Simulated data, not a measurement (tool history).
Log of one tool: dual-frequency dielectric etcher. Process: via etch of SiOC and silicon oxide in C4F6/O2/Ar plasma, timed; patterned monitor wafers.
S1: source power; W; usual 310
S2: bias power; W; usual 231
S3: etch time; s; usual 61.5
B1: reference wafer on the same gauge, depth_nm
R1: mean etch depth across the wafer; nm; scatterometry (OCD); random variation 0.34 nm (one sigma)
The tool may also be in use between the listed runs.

run 1 hour=0.0 | S1=310 S2=231 S3=61.5 | B1=62.9 | R1=70.5
run 2 hour=30.6 | S1=310 S2=231 S3=61.5 | B1=62.8 | R1=70.3
-- hour=32.0 gauge calibrated
run 3 hour=47.3 | S1=310 S2=231 S3=61.5 | B1=62.7 | R1=71.1
-- hour=75.2 upper electrode replaced
run 4 hour=81.7 | S1=310 S2=231 S3=61.5 | B1=63.0 | R1=70.9
run 5 hour=102.3 | S1=310 S2=231 S3=61.5 | B1=62.9 | R1=70.7
run 6 hour=123.3 | S1=310 S2=231 S3=61.5 | B1=62.8 | R1=71.5
run 7 hour=155.7 | S1=310 S2=250 S3=61.5 | B1=62.9 | R1=72.5
run 8 hour=190.9 | S1=310 S2=231 S3=74.0 | B1=63.0 | R1=86.3
run 9 hour=211.0 | S1=310 S2=231 S3=61.5 | B1=62.9 | R1=71.4
-- hour=227.2 source power generator calibrated
-- hour=249.1 wet clean of the chamber
run 10 hour=249.6 | S1=310 S2=190 S3=76.5 | B1=62.8 | R1=81.4
run 11 hour=250.0 | S1=380 S2=182 S3=45.5 | B1=62.7 | R1=51.2
run 12 hour=270.6 | S1=310 S2=263 S3=67.5 | B1=62.8 | R1=78.7
run 13 hour=287.1 | S1=310 S2=231 S3=61.5 | B1=62.9 | R1=68.1
run 14 hour=309.9 | S1=260 S2=231 S3=49.5 | B1=62.7 | R1=53.1
run 15 hour=322.9 | S1=280 S2=247 S3=77.5 | B1=62.8 | R1=86.2
run 16 hour=337.3 | S1=350 S2=231 S3=61.5 | B1=63.0 | R1=72.0
run 17 hour=355.6 | S1=380 S2=179 S3=73.0 | B1=62.9 | R1=83.3
run 18 hour=371.2 | S1=350 S2=286 S3=52.0 | B1=62.8 | R1=65.1
run 19 hour=387.3 | S1=260 S2=231 S3=49.5 | B1=63.0 | R1=52.4
-- hour=408.1 bias power generator calibrated
run 20 hour=408.6 | S1=380 S2=182 S3=45.5 | B1=62.8 | R1=52.3
run 21 hour=429.9 | S1=340 S2=275 S3=73.0 | B1=63.0 | R1=90.2
run 22 hour=458.9 | S1=310 S2=275 S3=51.5 | B1=62.9 | R1=61.2
run 23 hour=483.7 | S1=350 S2=256 S3=46.5 | B1=62.8 | R1=56.1
run 24 hour=508.6 | S1=380 S2=278 S3=56.5 | B1=63.0 | R1=73.2
run 25 hour=527.8 | S1=310 S2=231 S3=61.5 | B1=62.8 | R1=69.8
run 26 hour=545.6 | S1=310 S2=231 S3=61.5 | B1=63.0 | R1=70.3
run 27 hour=574.9 | S1=330 S2=198 S3=61.5 | B1=62.9 | R1=69.2
run 28 hour=600.9 | S1=240 S2=176 S3=55.5 | B1=62.9 | R1=54.8
run 29 hour=622.1 | S1=230 S2=209 S3=52.5 | B1=63.0 | R1=53.6

Forecast each of these 5 alternatives for the next run:
run A hour=622.5 | S1=310 S2=231 S3=61.5 | B1=? | R1=?
run B hour=622.5 | S1=290 S2=231 S3=46.0 | B1=? | R1=?
run C hour=622.5 | S1=310 S2=189 S3=47.5 | B1=? | R1=?
run D hour=622.5 | S1=290 S2=231 S3=45.5 | B1=? | R1=?
run E hour=622.5 | S1=230 S2=274 S3=61.5 | B1=? | R1=?

run=A B1=63.0 R1=70.6
run=B B1=63.0 R1=51.7
run=C B1=63.0 R1=51.8
run=D B1=63.0 R1=51.1
run=E B1=63.0 R1=67.1
Without the tool's hidden state the same runs would have given:
run=A R1=68.3
run=B R1=50.0
run=C R1=50.1
run=D R1=49.4
run=E R1=64.9

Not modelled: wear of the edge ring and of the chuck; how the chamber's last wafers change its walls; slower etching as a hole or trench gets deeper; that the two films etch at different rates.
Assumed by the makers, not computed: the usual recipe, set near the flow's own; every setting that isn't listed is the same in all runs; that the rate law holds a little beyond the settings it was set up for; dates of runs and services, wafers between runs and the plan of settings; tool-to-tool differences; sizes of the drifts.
